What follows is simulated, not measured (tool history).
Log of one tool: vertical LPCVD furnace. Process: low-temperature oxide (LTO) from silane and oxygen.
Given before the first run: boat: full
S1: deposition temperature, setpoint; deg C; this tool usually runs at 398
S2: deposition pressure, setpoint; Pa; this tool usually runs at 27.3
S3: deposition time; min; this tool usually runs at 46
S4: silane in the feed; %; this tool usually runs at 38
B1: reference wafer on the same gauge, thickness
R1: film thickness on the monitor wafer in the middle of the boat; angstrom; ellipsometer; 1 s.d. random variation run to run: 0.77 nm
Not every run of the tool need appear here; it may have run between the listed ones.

run 1 hour=0 | S1=398 S2=27.3 S3=40 S4=38 | B1=301.57 | R1=2956.2
run 2 hour=45 | S1=398 S2=27.3 S3=50 S4=38 | B1=302.03 | R1=3693.3
run 3 hour=90.8 | S1=398 S2=27.3 S3=50 S4=38 | B1=302.15 | R1=3699.2
run 4 hour=147 | S1=398 S2=27.3 S3=46 S4=38 | B1=302.39 | R1=3393.1
run 5 hour=177.9 | S1=398 S2=27.3 S3=46 S4=38 | B1=302.53 | R1=3392
run 6 hour=249.4 | S1=398 S2=27.3 S3=46 S4=38 | B1=302.76 | R1=3405.8
run 7 hour=301 | S1=398 S2=27.3 S3=46 S4=41 | B1=303.16 | R1=3734
run 8 hour=365.5 | S1=398 S2=27.3 S3=46 S4=38 | B1=303.47 | R1=3398.6
run 9 hour=429.9 | S1=398 S2=27.3 S3=46 S4=42 | B1=304.02 | R1=3835.8
-- hour=508.8 thermocouples replaced and temperature profile calibrated
run 10 hour=509.3 | S1=398 S2=27.3 S3=46 S4=42 | B1=304.24 | R1=3856.8
run 11 hour=557.7 | S1=398 S2=27.3 S3=46 S4=38 | B1=304.36 | R1=3399.6
run 12 hour=585.5 | S1=398 S2=27.3 S3=46 S4=38 | B1=304.39 | R1=3400.3
-- hour=629 gauge calibrated
run 13 hour=648.9 | S1=405 S2=27.3 S3=46 S4=38 | B1=298.09 | R1=3624
-- hour=708.3 silane flow controller replaced
-- hour=721.2 pressure gauge zeroed
run 14 hour=721.7 | S1=402 S2=30.7 S3=64 S4=31 | B1=298.42 | R1=4157.9
run 15 hour=764.1 | S1=398 S2=27.3 S3=46 S4=38 | B1=298.64 | R1=3340.2
run 16 hour=809.1 | S1=398 S2=27.3 S3=56 S4=36 | B1=298.89 | R1=3820.1
run 17 hour=850.6 | S1=398 S2=32.7 S3=52.5 S4=34 | B1=299.11 | R1=3955
run 18 hour=899.2 | S1=398 S2=27.3 S3=46 S4=38 | B1=299.48 | R1=3353.9
run 19 hour=1017.4 | S1=393 S2=27.3 S3=46 S4=38 | B1=299.83 | R1=3184.9
run 20 hour=1069.8 | S1=398 S2=27.3 S3=46 S4=38 | B1=300.07 | R1=3378.1
run 21 hour=1114.6 | S1=398 S2=20.7 S3=36 S4=41 | B1=300 | R1=2183.2
run 22 hour=1173.3 | S1=392 S2=27.3 S3=46 S4=38 | B1=300.58 | R1=3149.1
run 23 hour=1201.4 | S1=398 S2=27.3 S3=46 S4=38 | B1=300.5 | R1=3380.6
run 24 hour=1232.3 | S1=398 S2=27.3 S3=46 S4=38 | B1=300.78 | R1=3378.6
run 25 hour=1290.8 | S1=398 S2=24.7 S3=46 S4=38 | B1=300.92 | R1=3053.7
run 26 hour=1349.4 | S1=398 S2=27.3 S3=46 S4=40 | B1=301.01 | R1=3601.9

Branching from run 26: 5 alternative next runs. What would each branch give?
run A hour=1353.4 | S1=398 S2=27.3 S3=46 S4=38 | B1=? | R1=?
run B hour=1353.4 | S1=398 S2=27.3 S3=33.5 S4=38 | B1=? | R1=?
run C hour=1353.4 | S1=406 S2=27.3 S3=46 S4=34 | B1=? | R1=?
run D hour=1353.4 | S1=398 S2=32.7 S3=46 S4=34 | B1=? | R1=?
run E hour=1353.4 | S1=388 S2=25.3 S3=46 S4=42 | B1=? | R1=?

run=A B1=301.07 R1=3380.7
run=B B1=301.07 R1=2462
run=C B1=301.07 R1=3201.2
run=D B1=301.07 R1=3490.6
run=E B1=301.07 R1=3159.2
Without the tool's unlogged condition, the same runs would have read:
run=A R1=3343.4
run=B R1=2434.9
run=C R1=3165.9
run=D R1=3452.1
run=E R1=3124.4
